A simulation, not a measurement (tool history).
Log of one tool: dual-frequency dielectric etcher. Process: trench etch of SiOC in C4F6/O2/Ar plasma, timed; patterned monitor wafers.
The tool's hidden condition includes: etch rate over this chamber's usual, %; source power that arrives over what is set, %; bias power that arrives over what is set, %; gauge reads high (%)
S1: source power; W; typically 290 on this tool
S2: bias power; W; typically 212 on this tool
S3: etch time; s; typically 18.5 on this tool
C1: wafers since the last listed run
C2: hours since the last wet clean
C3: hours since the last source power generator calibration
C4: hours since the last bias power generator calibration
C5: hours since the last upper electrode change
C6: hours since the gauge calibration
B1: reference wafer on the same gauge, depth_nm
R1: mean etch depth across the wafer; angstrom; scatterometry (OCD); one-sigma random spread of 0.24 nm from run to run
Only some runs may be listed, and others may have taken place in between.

{"run": 1, "hour": 0.0, "S1": 290, "S2": 212, "S3": 22.5, "C1": 0, "C2": 363.5, "C3": 1745.7, "C4": 4783.4, "C5": 3470.6, "C6": 333.8, "B1": 32.14, "R1": 440.0}
{"run": 2, "hour": 9.6, "S1": 290, "S2": 212, "S3": 22.5, "C1": 132, "C2": 373.1, "C3": 1755.3, "C4": 4793.0, "C5": 3480.2, "C6": 343.4, "B1": 32.11, "R1": 444.0}
{"run": 3, "hour": 18.2, "S1": 290, "S2": 212, "S3": 18.5, "C1": 118, "C2": 381.7, "C3": 1763.9, "C4": 4801.6, "C5": 3488.8, "C6": 352.0, "B1": 32.06, "R1": 364.3}
{"run": 4, "hour": 33.6, "S1": 290, "S2": 212, "S3": 18.5, "C1": 212, "C2": 397.1, "C3": 1779.3, "C4": 4817.0, "C5": 3504.2, "C6": 367.4, "B1": 32.2, "R1": 369.9}
{"run": 5, "hour": 42.1, "S1": 290, "S2": 212, "S3": 18.5, "C1": 117, "C2": 405.6, "C3": 1787.8, "C4": 4825.5, "C5": 3512.7, "C6": 375.9, "B1": 32.23, "R1": 366.0}
{"hour": 56.0, "done": "bias power generator calibrated"}
{"run": 6, "hour": 58.6, "S1": 290, "S2": 212, "S3": 18.5, "C1": 172, "C2": 422.1, "C3": 1804.3, "C4": 2.6, "C5": 3529.2, "C6": 392.4, "B1": 32.15, "R1": 367.5}
{"hour": 69.1, "done": "source power generator calibrated"}
{"run": 7, "hour": 69.6, "S1": 290, "S2": 212, "S3": 18.5, "C1": 96, "C2": 433.1, "C3": 0.5, "C4": 13.6, "C5": 3540.2, "C6": 403.4, "B1": 32.13, "R1": 366.1}
{"run": 8, "hour": 81.9, "S1": 290, "S2": 212, "S3": 18.5, "C1": 169, "C2": 445.4, "C3": 12.8, "C4": 25.9, "C5": 3552.5, "C6": 415.7, "B1": 32.0, "R1": 370.3}
{"run": 9, "hour": 98.2, "S1": 290, "S2": 212, "S3": 18.5, "C1": 224, "C2": 461.7, "C3": 29.1, "C4": 42.2, "C5": 3568.8, "C6": 432.0, "B1": 32.14, "R1": 370.8}
{"run": 10, "hour": 112.7, "S1": 290, "S2": 212, "S3": 18.5, "C1": 199, "C2": 476.2, "C3": 43.6, "C4": 56.7, "C5": 3583.3, "C6": 446.5, "B1": 32.24, "R1": 373.0}
{"hour": 147.8, "done": "wet clean of the chamber"}
{"run": 11, "hour": 148.3, "S1": 290, "S2": 177, "S3": 18.5, "C1": 159, "C2": 0.5, "C3": 79.2, "C4": 92.3, "C5": 3618.9, "C6": 482.1, "B1": 32.11, "R1": 338.0}
{"run": 12, "hour": 148.6, "S1": 290, "S2": 236, "S3": 18.5, "C1": 4, "C2": 0.8, "C3": 79.5, "C4": 92.6, "C5": 3619.2, "C6": 482.4, "B1": 32.12, "R1": 374.2}
{"hour": 151.3, "done": "gauge calibrated"}
{"hour": 185.9, "done": "upper electrode replaced, of another model than before"}
{"run": 13, "hour": 186.4, "S1": 290, "S2": 212, "S3": 14.5, "C1": 190, "C2": 38.6, "C3": 117.3, "C4": 130.4, "C5": 0.5, "C6": 35.1, "B1": 32.09, "R1": 285.7}
{"run": 14, "hour": 196.5, "S1": 290, "S2": 212, "S3": 18.5, "C1": 139, "C2": 48.7, "C3": 127.4, "C4": 140.5, "C5": 10.6, "C6": 45.2, "B1": 32.12, "R1": 358.7}
{"run": 15, "hour": 211.5, "S1": 290, "S2": 177, "S3": 18.5, "C1": 206, "C2": 63.7, "C3": 142.4, "C4": 155.5, "C5": 25.6, "C6": 60.2, "B1": 32.07, "R1": 344.9}
{"run": 16, "hour": 221.3, "S1": 320, "S2": 245, "S3": 16.0, "C1": 135, "C2": 73.5, "C3": 152.2, "C4": 165.3, "C5": 35.4, "C6": 70.0, "B1": 32.1, "R1": 327.9}
{"run": 17, "hour": 233.4, "S1": 290, "S2": 212, "S3": 18.5, "C1": 166, "C2": 85.6, "C3": 164.3, "C4": 177.4, "C5": 47.5, "C6": 82.1, "B1": 32.17, "R1": 357.1}
{"run": 18, "hour": 243.4, "S1": 270, "S2": 236, "S3": 13.5, "C1": 137, "C2": 95.6, "C3": 174.3, "C4": 187.4, "C5": 57.5, "C6": 92.1, "B1": 32.13, "R1": 265.4}
{"run": 19, "hour": 250.1, "S1": 330, "S2": 172, "S3": 14.5, "C1": 92, "C2": 102.3, "C3": 181.0, "C4": 194.1, "C5": 64.2, "C6": 98.8, "B1": 32.06, "R1": 274.8}
{"run": 20, "hour": 262.2, "S1": 290, "S2": 248, "S3": 15.0, "C1": 166, "C2": 114.4, "C3": 193.1, "C4": 206.2, "C5": 76.3, "C6": 110.9, "B1": 32.12, "R1": 302.2}
{"run": 21, "hour": 279.9, "S1": 260, "S2": 212, "S3": 21.5, "C1": 244, "C2": 132.1, "C3": 210.8, "C4": 223.9, "C5": 94.0, "C6": 128.6, "B1": 32.05, "R1": 410.9}
{"run": 22, "hour": 289.5, "S1": 290, "S2": 243, "S3": 22.0, "C1": 132, "C2": 141.7, "C3": 220.4, "C4": 233.5, "C5": 103.6, "C6": 138.2, "B1": 32.04, "R1": 446.2}
{"run": 23, "hour": 303.8, "S1": 290, "S2": 212, "S3": 18.5, "C1": 197, "C2": 156.0, "C3": 234.7, "C4": 247.8, "C5": 117.9, "C6": 152.5, "B1": 32.06, "R1": 364.1}
{"run": 24, "hour": 316.1, "S1": 220, "S2": 197, "S3": 21.0, "C1": 169, "C2": 168.3, "C3": 247.0, "C4": 260.1, "C5": 130.2, "C6": 164.8, "B1": 32.15, "R1": 377.4}
{"run": 25, "hour": 323.2, "S1": 360, "S2": 262, "S3": 14.0, "C1": 97, "C2": 175.4, "C3": 254.1, "C4": 267.2, "C5": 137.3, "C6": 171.9, "B1": 32.24, "R1": 306.4}
{"run": 26, "hour": 335.5, "S1": 270, "S2": 188, "S3": 15.5, "C1": 169, "C2": 187.7, "C3": 266.4, "C4": 279.5, "C5": 149.6, "C6": 184.2, "B1": 32.1, "R1": 291.1}
{"run": 27, "hour": 342.1, "S1": 310, "S2": 173, "S3": 18.5, "C1": 90, "C2": 194.3, "C3": 273.0, "C4": 286.1, "C5": 156.2, "C6": 190.8, "B1": 32.08, "R1": 347.7}
{"run": 28, "hour": 349.3, "S1": 320, "S2": 174, "S3": 20.5, "C1": 99, "C2": 201.5, "C3": 280.2, "C4": 293.3, "C5": 163.4, "C6": 198.0, "B1": 32.08, "R1": 396.2}
{"run": 29, "hour": 357.2, "S1": 350, "S2": 198, "S3": 16.5, "C1": 108, "C2": 209.4, "C3": 288.1, "C4": 301.2, "C5": 171.3, "C6": 205.9, "B1": 32.13, "R1": 338.1}

5 ways to go on from here, each from the tool as it stands after run 29. What would each give?
{"run": "A", "hour": 357.6, "S1": 290, "S2": 212, "S3": 18.5, "C1": 5, "C2": 209.8, "C3": 288.5, "C4": 301.6, "C5": 171.7, "C6": 206.3, "B1": "?", "R1": "?"}
{"run": "B", "hour": 357.6, "S1": 320, "S2": 193, "S3": 18.5, "C1": 5, "C2": 209.8, "C3": 288.5, "C4": 301.6, "C5": 171.7, "C6": 206.3, "B1": "?", "R1": "?"}
{"run": "C", "hour": 357.6, "S1": 220, "S2": 212, "S3": 18.5, "C1": 5, "C2": 209.8, "C3": 288.5, "C4": 301.6, "C5": 171.7, "C6": 206.3, "B1": "?", "R1": "?"}
{"run": "D", "hour": 357.6, "S1": 250, "S2": 183, "S3": 21.0, "C1": 5, "C2": 209.8, "C3": 288.5, "C4": 301.6, "C5": 171.7, "C6": 206.3, "B1": "?", "R1": "?"}
{"run": "E", "hour": 357.6, "S1": 330, "S2": 245, "S3": 18.5, "C1": 5, "C2": 209.8, "C3": 288.5, "C4": 301.6, "C5": 171.7, "C6": 206.3, "B1": "?", "R1": "?"}

run=A B1=32.07 R1=364.5
run=B B1=32.07 R1=365.7
run=C B1=32.07 R1=340.8
run=D B1=32.07 R1=385.0
run=E B1=32.07 R1=390.9
The same runs, with their run-to-run variation unchanged, on a tool lacking any hidden condition would have given:
run=A R1=361.1
run=B R1=362.3
run=C R1=337.6
run=D R1=381.4
run=E R1=387.2

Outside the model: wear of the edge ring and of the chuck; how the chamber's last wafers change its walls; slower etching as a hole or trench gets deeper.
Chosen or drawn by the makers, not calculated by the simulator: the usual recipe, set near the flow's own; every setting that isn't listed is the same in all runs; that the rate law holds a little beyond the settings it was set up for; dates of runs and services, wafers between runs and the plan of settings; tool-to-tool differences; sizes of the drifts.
